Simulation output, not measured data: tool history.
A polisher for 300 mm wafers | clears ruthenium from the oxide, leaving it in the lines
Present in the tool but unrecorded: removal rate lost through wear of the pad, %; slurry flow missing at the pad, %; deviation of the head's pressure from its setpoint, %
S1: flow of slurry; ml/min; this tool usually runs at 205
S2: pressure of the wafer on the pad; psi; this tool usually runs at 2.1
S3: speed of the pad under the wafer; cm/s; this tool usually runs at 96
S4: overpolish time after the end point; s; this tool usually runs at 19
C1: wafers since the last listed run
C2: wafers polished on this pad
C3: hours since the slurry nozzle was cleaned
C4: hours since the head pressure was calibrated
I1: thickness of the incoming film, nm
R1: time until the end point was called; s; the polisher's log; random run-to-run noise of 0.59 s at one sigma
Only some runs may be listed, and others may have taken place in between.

| run | hour | S1 | S2 | S3 | S4 | C1 | C2 | C3 | C4 | I1 | R1 |
|---|---|---|---|---|---|---|---|---|---|---|---|
| 1 | 0 | 205 | 2.1 | 96 | 19 | 0 | 60 | 330.4 | 353.7 | 79.9 | 70.2 |
|  | 5.6 | head pressure recalibrated |
| 2 | 62.6 | 205 | 2.1 | 96 | 26 | 442 | 503 | 393 | 57 | 80.1 | 71.1 |
| 3 | 111.1 | 205 | 2.1 | 96 | 26 | 354 | 857 | 441.5 | 105.5 | 79.7 | 69.8 |
| 4 | 173.7 | 205 | 2.1 | 96 | 26 | 457 | 1314 | 504.1 | 168.1 | 80.3 | 69.6 |
|  | 208.9 | worn pad replaced by a new one |
| 5 | 256.4 | 205 | 2.4 | 96 | 12 | 574 | 347 | 586.8 | 250.8 | 80 | 62.1 |
| 6 | 298.5 | 205 | 2.4 | 96 | 12 | 307 | 654 | 628.9 | 292.9 | 79.3 | 61.3 |
|  | 352.5 | head pressure recalibrated |
|  | 393.8 | worn pad replaced by a new one |
| 7 | 491.6 | 205 | 2.1 | 96 | 19 | 1366 | 714 | 822 | 139.1 | 80.2 | 71.7 |
|  | 504.9 | slurry nozzle cleaned |
|  | 593 | worn pad replaced by a new one |
| 8 | 593.5 | 175 | 1.7 | 96 | 12 | 707 | 3 | 88.6 | 241 | 79.1 | 100.1 |
| 9 | 669.3 | 185 | 2.6 | 118 | 16 | 553 | 557 | 164.4 | 316.8 | 80.7 | 57.1 |

For run 10, what comes out?
|  | 671.9 | slurry nozzle cleaned, repeated, since the last time left the tool worse |
|  | 690.4 | head pressure recalibrated |
| 10 | 738.4 | 205 | 2.1 | 96 | 19 | 482 | 1040 | 66.5 | 48 | 80.2 | ? |

{"run 10": {"R1": 69.1}}
Without the tool's hidden state the same run would have given R1 68.5 s.
